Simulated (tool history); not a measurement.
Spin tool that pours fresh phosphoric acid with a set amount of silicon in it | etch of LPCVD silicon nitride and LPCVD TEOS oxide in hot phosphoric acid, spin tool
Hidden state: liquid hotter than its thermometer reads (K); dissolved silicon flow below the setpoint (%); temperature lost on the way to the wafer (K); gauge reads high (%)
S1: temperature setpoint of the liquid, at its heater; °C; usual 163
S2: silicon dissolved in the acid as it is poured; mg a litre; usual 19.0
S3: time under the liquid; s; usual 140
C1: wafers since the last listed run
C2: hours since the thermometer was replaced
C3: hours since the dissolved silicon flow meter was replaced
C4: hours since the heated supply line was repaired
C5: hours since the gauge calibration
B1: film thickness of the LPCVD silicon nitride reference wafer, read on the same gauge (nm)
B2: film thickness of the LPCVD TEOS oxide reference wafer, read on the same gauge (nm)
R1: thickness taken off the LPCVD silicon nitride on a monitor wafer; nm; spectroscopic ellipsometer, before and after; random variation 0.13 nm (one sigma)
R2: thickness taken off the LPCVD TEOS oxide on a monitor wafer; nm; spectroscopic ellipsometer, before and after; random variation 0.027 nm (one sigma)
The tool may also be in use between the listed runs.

run	hour	S1	S2	S3	C1	C2	C3	C4	C5	B1	B2	R1	R2
1	0.0	163	19.0	140	0	1413.2	1275.3	2081.9	632.6	99.96	39.994	17.95	0.351
2	43.9	163	19.0	140	425	1457.1	1319.2	2125.8	676.5	99.97	39.997	17.85	0.347
3	106.6	163	19.0	140	607	1519.8	1381.9	2188.5	739.2	99.98	39.988	17.94	0.357
4	140.3	163	19.0	115	326	1553.5	1415.6	2222.2	772.9	99.98	39.994	14.79	0.295
5	180.4	163	19.0	115	388	1593.6	1455.7	2262.3	813.0	100.01	39.986	14.85	0.253
6	221.9	163	19.0	140	402	1635.1	1497.2	2303.8	854.5	100.01	39.998	18.10	0.380
7	289.0	163	19.0	140	650	1702.2	1564.3	2370.9	921.6	100.04	39.998	18.00	0.401
# hour 289.2: gauge calibrated
8	325.6	163	19.0	140	354	1738.8	1600.9	2407.5	36.4	100.00	39.996	18.11	0.361
# hour 340.8: thermometer replaced
9	390.6	165	19.0	140	620	49.8	1665.9	2472.5	101.4	100.00	40.014	18.08	0.344
10	418.4	163	19.0	140	269	77.6	1693.7	2500.3	129.2	99.94	39.998	16.58	0.281
# hour 424.7: dissolved silicon flow meter replaced
11	447.0	166	25.5	190	267	106.2	22.3	2528.9	157.8	99.96	39.991	25.42	0.478

Forecast run 12:
12	483.6	162	28.5	195	354	142.8	58.9	2565.5	194.4	?	?	?	?

{"run 12": {"B1": 100.01, "B2": 39.996, "R1": 22.37, "R2": 0.323}}
Without the tool's hidden state the same run would have given R1 22.07 nm, R2 0.314 nm.

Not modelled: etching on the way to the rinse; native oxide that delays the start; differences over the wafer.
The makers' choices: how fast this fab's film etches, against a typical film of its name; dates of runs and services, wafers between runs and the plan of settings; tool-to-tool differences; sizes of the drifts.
